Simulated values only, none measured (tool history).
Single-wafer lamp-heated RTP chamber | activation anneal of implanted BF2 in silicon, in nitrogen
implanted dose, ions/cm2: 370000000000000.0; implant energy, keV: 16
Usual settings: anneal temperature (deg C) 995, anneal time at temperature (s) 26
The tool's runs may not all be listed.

| run | day | anneal temperature (deg C) | anneal time at temperature (s) | read-back reference wafer on the same gauge, sheet resistance | sheet resistance of the implanted and annealed layer (ohm/square) |
|---|---|---|---|---|---|
| 1 | 0.000 | 995 | 29 | 326.45 | 337.48 |
|  | 0.175 | pyrometer window cleaned and pyrometer calibrated |
|  | 3.192 | reflector plate cleaned |
| 2 | 4.404 | 995 | 29 | 327.13 | 337.86 |
| 3 | 8.654 | 995 | 26 | 327.01 | 339.57 |
|  | 11.704 | pyrometer window cleaned and pyrometer calibrated |
|  | 12.325 | reflector plate cleaned |
| 4 | 15.854 | 995 | 26 | 326.87 | 339.03 |
| 5 | 19.542 | 995 | 26 | 326.96 | 339.83 |
|  | 22.538 | reflector plate cleaned |
|  | 22.600 | gauge calibrated |
|  | 23.892 | pyrometer window cleaned and pyrometer calibrated |
| 6 | 23.912 | 995 | 26 | 321.33 | 334.73 |
| 7 | 26.708 | 995 | 26 | 322.19 | 334.19 |
| 8 | 29.467 | 1007 | 22 | 322.87 | 332.12 |
| 9 | 31.221 | 995 | 26 | 322.54 | 332.97 |
|  | 32.408 | reflector plate cleaned |
|  | 35.600 | pyrometer window cleaned and pyrometer calibrated |
| 10 | 35.621 | 980 | 36 | 323.24 | 339.43 |
| 11 | 38.221 | 995 | 13 | 324.22 | 344.55 |
| 12 | 40.954 | 973 | 26 | 324.31 | 352.60 |
|  | 41.771 | reflector plate cleaned |
| 13 | 44.017 | 976 | 38 | 324.47 | 344.27 |
|  | 48.004 | pyrometer window cleaned and pyrometer calibrated |
| 14 | 48.021 | 1024 | 30 | 325.01 | 327.24 |

Some steps in sheet resistance of the implanted and annealed layer (ohm/square) between neighbouring runs. How much of each would the tool show without its hidden state too (settings, what came in, random variation), and how much is left for the hidden state, with any gauge scatter that isn't in both results?
The hidden state here: true wafer temperature minus pyrometer reading, K; wafer temperature error from the tarnished reflector plate, K; gauge reads high (%).
Run 5 -> 6: reflector plate cleaned, gauge calibrated, pyrometer window cleaned and pyrometer calibrated. sheet resistance of the implanted and annealed layer (ohm/square) -5.10: hidden state -6.28, all else +1.18.
Run 13 -> 14: anneal temperature (deg C) 976 -> 1024, anneal time at temperature (s) 38 -> 30, pyrometer window cleaned and pyrometer calibrated. sheet resistance of the implanted and annealed layer (ohm/square) -17.03: hidden state +0.18, all else -17.21.
